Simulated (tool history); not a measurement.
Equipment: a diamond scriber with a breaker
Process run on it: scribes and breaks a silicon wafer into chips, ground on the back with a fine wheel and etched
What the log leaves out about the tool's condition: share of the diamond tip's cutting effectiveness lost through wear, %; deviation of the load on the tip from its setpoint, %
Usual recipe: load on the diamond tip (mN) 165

| run | hour | load on the diamond tip (mN) | wafers since the last listed run | hours since the diamond tip was replaced | hours since the load on the tip was calibrated | incoming depth of the damage left on the back of the incoming wafer, um | depth of the median crack under the scribed line (µm) | chips rejected at inspection after the break (%) |
|---|---|---|---|---|---|---|---|---|
| 1 | 0 | 128 | 0 | 227.4 | 820.1 | 0.57 | 13.23 | 2.88 |
| 2 | 63.2 | 128 | 316 | 290.6 | 883.3 | 0.56 | 13.55 | 2.95 |
| 3 | 100.3 | 178 | 185 | 327.7 | 920.4 | 0.42 | 15.75 | 4.85 |
| 4 | 143.7 | 178 | 217 | 371.1 | 963.8 | 0.42 | 15.56 | 4.69 |
| 5 | 215.5 | 165 | 359 | 442.9 | 1035.6 | 0.45 | 15.05 | 3.09 |
| 6 | 247.2 | 165 | 158 | 474.6 | 1067.3 | 0.59 | 15.11 | 2.98 |
|  | 272.8 | diamond tip replaced by a new one |
| 7 | 286.1 | 165 | 184 | 13.3 | 1106.2 | 0.79 | 15.29 | 3.11 |
| 8 | 330.7 | 165 | 223 | 57.9 | 1150.8 | 0.39 | 15.7 | 3.29 |
| 9 | 375.2 | 165 | 222 | 102.4 | 1195.3 | 0.31 | 15.26 | 3.3 |
| 10 | 425 | 165 | 249 | 152.2 | 1245.1 | 0.32 | 15.12 | 3.29 |
| 11 | 469 | 165 | 220 | 196.2 | 1289.1 | 0.78 | 15.09 | 3.4 |
|  | 483.6 | load on the tip recalibrated |
| 12 | 632.3 | 165 | 808 | 359.5 | 148.7 | 0.77 | 14.4 | 2 |
| 13 | 679.3 | 165 | 235 | 406.5 | 195.7 | 0.54 | 14.57 | 2.17 |
|  | 726.2 | diamond tip replaced by a new one |
| 14 | 748.1 | 199 | 334 | 21.9 | 264.5 | 0.3 | 16.36 | 6.59 |
| 15 | 776.2 | 199 | 140 | 50 | 292.6 | 0.43 | 16.08 | 6.97 |
| 16 | 839.6 | 199 | 317 | 113.4 | 356 | 0.37 | 16.46 | 7.28 |
| 17 | 867.7 | 165 | 140 | 141.5 | 384.1 | 0.67 | 14.93 | 2.55 |
| 18 | 898.8 | 165 | 155 | 172.6 | 415.2 | 0.63 | 14.97 | 2.42 |
| 19 | 939.5 | 165 | 203 | 213.3 | 455.9 | 0.38 | 14.56 | 2.5 |
| 20 | 968 | 165 | 142 | 241.8 | 484.4 | 0.77 | 15.13 | 2.68 |
| 21 | 1035.4 | 148 | 337 | 309.2 | 551.8 | 0.57 | 14.15 | 1.84 |
| 22 | 1088.1 | 198 | 264 | 361.9 | 604.5 | 0.52 | 16.88 | 8.31 |
| 23 | 1135.9 | 182 | 239 | 409.7 | 652.3 | 0.56 | 15.89 | 5.43 |
|  | 1145.6 | diamond tip replaced by a new one |
| 24 | 1190.8 | 186 | 265 | 45.2 | 707.2 | 0.65 | 16.13 | 6.21 |
| 25 | 1233.3 | 129 | 212 | 87.7 | 749.7 | 0.39 | 13.08 | 2.77 |
| 26 | 1265.5 | 119 | 161 | 119.9 | 781.9 | 0.65 | 12.6 | 4.49 |
| 27 | 1298.5 | 198 | 165 | 152.9 | 814.9 | 0.54 | 17.21 | 9.55 |
| 28 | 1341.2 | 212 | 213 | 195.6 | 857.6 | 0.33 | 17.29 | 12.67 |
| 29 | 1385.5 | 209 | 221 | 239.9 | 901.9 | 0.6 | 17.49 | 11.94 |
| 30 | 1418.4 | 165 | 164 | 272.8 | 934.8 | 0.52 | 15.04 | 3.15 |
| 31 | 1488.9 | 165 | 353 | 343.3 | 1005.3 | 0.68 | 15.22 | 3.09 |
| 32 | 1526 | 165 | 185 | 380.4 | 1042.4 | 0.55 | 15.64 | 3.32 |
| 33 | 1582.6 | 189 | 283 | 437 | 1099 | 0.51 | 16.57 | 8.09 |
| 34 | 1618.3 | 205 | 178 | 472.7 | 1134.7 | 0.32 | 17.37 | 11.88 |
|  | 1635.5 | diamond tip replaced by a new one |
| 35 | 1675.8 | 194 | 278 | 40.3 | 1192.2 | 0.39 | 17.09 | 8.75 |
| 36 | 1730.7 | 195 | 275 | 95.2 | 1247.1 | 0.57 | 16.74 | 8.49 |
| 37 | 1798.5 | 119 | 339 | 163 | 1314.9 | 0.72 | 13.12 | 3.72 |
| 38 | 1852.7 | 187 | 271 | 217.2 | 1369.1 | 0.75 | 16.49 | 7.73 |
| 39 | 1915.6 | 165 | 315 | 280.1 | 1432 | 0.45 | 15.03 | 3.34 |
|  | 1932 | load on the tip recalibrated |
| 40 | 1941.2 | 185 | 118 | 305.7 | 9.2 | 0.75 | 15.28 | 3.4 |
| 41 | 2000.5 | 117 | 297 | 365 | 68.5 | 0.64 | 12.05 | 8.04 |

Predict each of these 4 candidate next runs independently; none follows another, all start after run 41:
| A | 2001 | 165 | 2 | 365.5 | 69 | 0.31 | ? | ? |
| B | 2001 | 133 | 2 | 365.5 | 69 | 0.31 | ? | ? |
| C | 2001 | 145 | 2 | 365.5 | 69 | 0.31 | ? | ? |
| D | 2001 | 138 | 2 | 365.5 | 69 | 0.31 | ? | ? |

| run | depth of the median crack under the scribed line (µm) | chips rejected at inspection after the break (%) |
|---|---|---|
| A | 14.06 | 2.07 |
| B | 12.47 | 4.2 |
| C | 13.07 | 2.54 |
| D | 12.72 | 3.36 |
With the hidden condition removed and each run's random variation left untouched, the same runs would have given:
| run | depth of the median crack under the scribed line (µm) | chips rejected at inspection after the break (%) |
|---|---|---|
| A | 13.74 | 1.95 |
| B | 12.18 | 5.38 |
| C | 12.78 | 3.21 |
| D | 12.43 | 4.33 |
